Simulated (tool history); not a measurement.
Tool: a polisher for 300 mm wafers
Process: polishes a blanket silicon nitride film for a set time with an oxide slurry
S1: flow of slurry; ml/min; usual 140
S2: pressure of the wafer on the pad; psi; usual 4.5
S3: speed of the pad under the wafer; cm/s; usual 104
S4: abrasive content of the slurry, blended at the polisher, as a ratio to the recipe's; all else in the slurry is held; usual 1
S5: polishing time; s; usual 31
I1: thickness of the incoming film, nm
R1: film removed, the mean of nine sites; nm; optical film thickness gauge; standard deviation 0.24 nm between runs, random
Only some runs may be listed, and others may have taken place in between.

run,hour,S1,S2,S3,S4,S5,I1,R1
1,0,140,4.5,104,1,38,485.8,24.5
2,64.4,140,4.5,104,1.15,31,497.3,21.1
3,123.2,140,4.5,104,1.15,31,495.4,21.3
4,173.8,140,4.5,104,1,31,490,19
# hour 190.1: slurry blender recalibrated
# hour 221.5: head pressure recalibrated
5,225.3,140,4.5,104,1,31,481.8,19.3
# hour 267.9: slurry nozzle cleaned
# hour 279.7: conditioning disc replaced and pad reconditioned
6,287.4,140,3.7,104,0.9,31,492.6,16.4
# hour 324.8: worn pad replaced by a new one
7,325.3,140,4.5,104,0.85,31,491.8,18.8
8,388.7,175,4.5,126,0.9,31,497.2,23.3
9,460.5,140,5.6,134,1,31,493.5,30
10,503.7,175,4.5,104,1,31,496.6,20.3
11,544,175,4.5,126,0.9,31,490.7,22.2
12,570.7,140,5.8,92,1,31,487,22.1
# hour 606.9: slurry blender recalibrated
13,621.7,175,4.5,104,1,31,494.4,19.5
14,672,140,4.5,104,1,31,496,18.4
# hour 702.3: conditioning disc replaced and pad reconditioned
15,704.3,140,4.5,124,1,31,491.3,22.9
16,750.1,140,4.5,104,1,31,485.3,20.2

What does the tool deliver on the next run?
# hour 766.2: worn pad replaced by a new one
# hour 784.6: slurry nozzle cleaned
17,813.2,140,3.6,90,0.8,36,491.2,?

R1: 15.2 nm
Had the tool carried no hidden state, the very same run would have given R1 15.6 nm.
